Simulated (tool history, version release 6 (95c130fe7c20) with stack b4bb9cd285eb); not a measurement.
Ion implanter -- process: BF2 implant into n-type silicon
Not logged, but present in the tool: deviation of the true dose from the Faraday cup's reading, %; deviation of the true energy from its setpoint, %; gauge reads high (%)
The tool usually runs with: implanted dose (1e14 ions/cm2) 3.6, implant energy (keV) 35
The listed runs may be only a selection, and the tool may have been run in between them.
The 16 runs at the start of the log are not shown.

run	day	implanted dose (1e14 ions/cm2)	implant energy (keV)	wafers since the last listed run	hours since the last dose calibration	hours since the extraction supply was calibrated	hours since the gauge calibration	read-back reference wafer on the same gauge, sheet resistance	sheet resistance of the implanted and annealed layer (ohm/square)
17	50.454	2.72	28	1286	244.8	6035.8	268.8	242.13	380.01
18	53.779	2.65	38	1491	324.6	6115.6	348.6	242.2	380.27
19	56.967	4.11	43.5	1430	401.1	6192.1	425.1	241.88	256.38
20	60.608	3.6	35	1633	488.5	6279.5	512.5	242.1	293.92
21	64.371	3.04	38.5	1688	578.8	6369.8	602.8	242.06	339.5
22	68.375	2.8	35	1796	674.9	6465.9	698.9	241.74	368.96
23	71.292	3.6	45.5	1308	744.9	6535.9	768.9	241.83	290.72
24	73.438	2.81	40	962	796.4	6587.4	820.4	241.84	364.64

Run 25, settings as shown, results not yet in. Your forecast:
# day 77.483: Faraday cup replaced and dose calibrated
25	77.504	3.6	35	1675	0.5	6685	918	?	?

For run 25 the tool returned read-back reference wafer on the same gauge, sheet resistance 242.13, sheet resistance of the implanted and annealed layer (ohm/square) 293.31.
Without the tool's hidden state the same run would have given sheet resistance of the implanted and annealed layer (ohm/square) 293.5.

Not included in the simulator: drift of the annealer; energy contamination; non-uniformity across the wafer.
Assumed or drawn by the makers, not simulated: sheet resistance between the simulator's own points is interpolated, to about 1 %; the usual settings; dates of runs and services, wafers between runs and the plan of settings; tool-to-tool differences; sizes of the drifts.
